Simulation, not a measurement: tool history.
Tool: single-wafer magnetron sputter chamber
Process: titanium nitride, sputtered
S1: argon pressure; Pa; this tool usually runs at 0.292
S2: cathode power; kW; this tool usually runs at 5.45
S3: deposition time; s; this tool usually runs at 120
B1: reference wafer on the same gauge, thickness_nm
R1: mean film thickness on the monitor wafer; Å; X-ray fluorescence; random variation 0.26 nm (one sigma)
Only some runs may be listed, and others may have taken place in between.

run 1 hour=0 | S1=0.292 S2=5.45 S3=131 | B1=104.979 | R1=1313.82
-- hour=7.4 sputter target and shields replaced
run 2 hour=59 | S1=0.292 S2=5.45 S3=131 | B1=104.935 | R1=1312.54
run 3 hour=145 | S1=0.292 S2=5.45 S3=131 | B1=105.025 | R1=1313.42
run 4 hour=235.6 | S1=0.292 S2=5.45 S3=120 | B1=105.056 | R1=1205.29
run 5 hour=299.2 | S1=0.292 S2=5.45 S3=120 | B1=105.039 | R1=1203.58
run 6 hour=361 | S1=0.292 S2=5.45 S3=112 | B1=105.012 | R1=1123.22
-- hour=399.7 sputter target and shields replaced
run 7 hour=447.8 | S1=0.292 S2=5.45 S3=120 | B1=105.012 | R1=1199.46
run 8 hour=490.3 | S1=0.292 S2=5.45 S3=120 | B1=104.936 | R1=1205.18
run 9 hour=593.6 | S1=0.292 S2=5.45 S3=120 | B1=105.064 | R1=1204.29
run 10 hour=667.6 | S1=0.204 S2=5.45 S3=127 | B1=104.981 | R1=1347.9
run 11 hour=721.6 | S1=0.204 S2=5.45 S3=127 | B1=105.018 | R1=1344.53
-- hour=796.5 sputter target and shields replaced
run 12 hour=811.6 | S1=0.204 S2=5.45 S3=127 | B1=104.989 | R1=1342.35
run 13 hour=864.3 | S1=0.292 S2=5.45 S3=120 | B1=105 | R1=1204.65
run 14 hour=903.3 | S1=0.292 S2=6.3 S3=106 | B1=105.063 | R1=1223.71
run 15 hour=958.2 | S1=0.248 S2=5.95 S3=120 | B1=105.037 | R1=1351.71
run 16 hour=999.7 | S1=0.254 S2=6 S3=120 | B1=104.93 | R1=1357.74
-- hour=1046 magnet pack replaced
-- hour=1107.2 capacitance manometer re-zeroed and calibrated
-- hour=1192.7 sputter target and shields replaced
run 17 hour=1220.2 | S1=0.292 S2=4.15 S3=120 | B1=105.041 | R1=914.72
-- hour=1458.2 gauge calibrated
run 18 hour=1514.2 | S1=0.292 S2=5.45 S3=99 | B1=105.039 | R1=994.86
-- hour=1562.1 sputter target and shields replaced
run 19 hour=1620.7 | S1=0.352 S2=4.3 S3=135 | B1=104.953 | R1=1032.33
run 20 hour=1673.2 | S1=0.383 S2=6.55 S3=120 | B1=105.003 | R1=1368.12
run 21 hour=1761.7 | S1=0.292 S2=5.45 S3=112 | B1=104.988 | R1=1122.26
run 22 hour=1822.6 | S1=0.177 S2=6.25 S3=111 | B1=104.975 | R1=1373.93
run 23 hour=1897.7 | S1=0.352 S2=4.75 S3=97 | B1=105.042 | R1=818.82
run 24 hour=2000.2 | S1=0.203 S2=4.65 S3=131 | B1=105.026 | R1=1185.13
-- hour=2014.9 sputter target and shields replaced
run 25 hour=2046.9 | S1=0.292 S2=5.45 S3=120 | B1=105.064 | R1=1204.3
run 26 hour=2150.2 | S1=0.233 S2=4.4 S3=139 | B1=105.026 | R1=1170.74

Consider 3 possible next runs. They are alternatives, not a sequence: every one starts from the tool as it was left by run 26. What does each give?
run A hour=2150.6 | S1=0.292 S2=5.45 S3=120 | B1=? | R1=?
run B hour=2150.6 | S1=0.377 S2=6.2 S3=143 | B1=? | R1=?
run C hour=2150.6 | S1=0.292 S2=5.45 S3=127 | B1=? | R1=?

run=A B1=105.037 R1=1201.55
run=B B1=105.037 R1=1544.68
run=C B1=105.037 R1=1271.64
With no hidden state in the tool, these same runs would have given:
run=A R1=1201.55
run=B R1=1544.68
run=C R1=1271.64
